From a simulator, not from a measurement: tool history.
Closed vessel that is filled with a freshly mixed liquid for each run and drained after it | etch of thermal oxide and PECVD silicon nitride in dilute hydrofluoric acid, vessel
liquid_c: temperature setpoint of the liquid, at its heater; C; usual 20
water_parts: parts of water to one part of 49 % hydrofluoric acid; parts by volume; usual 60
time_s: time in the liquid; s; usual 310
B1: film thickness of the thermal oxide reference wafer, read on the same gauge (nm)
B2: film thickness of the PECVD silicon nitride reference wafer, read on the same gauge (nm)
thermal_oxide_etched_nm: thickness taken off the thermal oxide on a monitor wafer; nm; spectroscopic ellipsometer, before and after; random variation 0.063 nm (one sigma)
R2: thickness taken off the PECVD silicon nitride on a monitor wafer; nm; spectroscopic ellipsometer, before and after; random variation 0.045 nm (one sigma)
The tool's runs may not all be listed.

run 1 day=0 | liquid_c=20 water_parts=60 time_s=310 | B1=59.99 B2=79.97 | thermal_oxide_etched_nm=19.81 R2=10.4
run 2 day=1.938 | liquid_c=18.5 water_parts=60 time_s=310 | B1=59.98 B2=79.98 | thermal_oxide_etched_nm=18.79 R2=9.36
run 3 day=3.279 | liquid_c=18.5 water_parts=60 time_s=310 | B1=59.97 B2=79.99 | thermal_oxide_etched_nm=18.72 R2=9.36
run 4 day=4.638 | liquid_c=18.5 water_parts=60 time_s=310 | B1=60 B2=80.04 | thermal_oxide_etched_nm=18.63 R2=9.39
run 5 day=7.45 | liquid_c=20 water_parts=60 time_s=310 | B1=60 B2=80.03 | thermal_oxide_etched_nm=19.8 R2=10.41
run 6 day=8.858 | liquid_c=21.5 water_parts=60 time_s=245 | B1=59.98 B2=79.98 | thermal_oxide_etched_nm=16.77 R2=9.16
run 7 day=10.204 | liquid_c=18 water_parts=60 time_s=310 | B1=59.99 B2=79.99 | thermal_oxide_etched_nm=18.29 R2=8.98
run 8 day=12.921 | liquid_c=18 water_parts=60 time_s=310 | B1=60.02 B2=79.99 | thermal_oxide_etched_nm=18.03 R2=9.36
run 9 day=15.621 | liquid_c=20 water_parts=60 time_s=310 | B1=60.05 B2=80.01 | thermal_oxide_etched_nm=19.51 R2=10.68
run 10 day=17.65 | liquid_c=22 water_parts=60 time_s=310 | B1=60.01 B2=79.94 | thermal_oxide_etched_nm=21.27 R2=12.2
run 11 day=19.192 | liquid_c=23.5 water_parts=35 time_s=310 | B1=60.01 B2=80.01 | thermal_oxide_etched_nm=40.27 R2=23.08
run 12 day=21.117 | liquid_c=20 water_parts=40 time_s=450 | B1=60 B2=79.97 | thermal_oxide_etched_nm=43.84 R2=23.04
run 13 day=22.725 | liquid_c=20 water_parts=50 time_s=310 | B1=60.01 B2=79.97 | thermal_oxide_etched_nm=23.73 R2=12.63
run 14 day=24.183 | liquid_c=20 water_parts=70 time_s=155 | B1=59.98 B2=80.03 | thermal_oxide_etched_nm=8.34 R2=4.6
run 15 day=26.583 | liquid_c=18.5 water_parts=40 time_s=480 | B1=60.01 B2=80.03 | thermal_oxide_etched_nm=43.76 R2=21.97
run 16 day=32.792 | liquid_c=20 water_parts=60 time_s=310 | B1=60 B2=80.03 | thermal_oxide_etched_nm=19.67 R2=10.61

Taken out of this log: 3 entries between the listed runs. Where each belongs, and how the hidden state differs across it:
Between runs 7 and 8: hydrofluoric acid flow meter replaced (day 11.421); thermometer replaced (day 12.05)
  liquid colder than its thermometer reads (K): 1.73 -> 0.184; hydrofluoric acid flow above the setpoint (%): 9.37 -> 1.29
  measured less the result without the state, thermal_oxide_etched_nm: +0.37 -> +0.1 nm; R2: -0.32 -> +0 nm
Between runs 14 and 15: gauge calibrated (day 24.754)
  liquid colder than its thermometer reads (K): 0.426 -> 0.478; hydrofluoric acid flow above the setpoint (%): 2.47 -> 2.72
  measured less the result without the state, thermal_oxide_etched_nm: +0.06 -> +0.32 nm; R2: -0.03 -> -0.18 nm
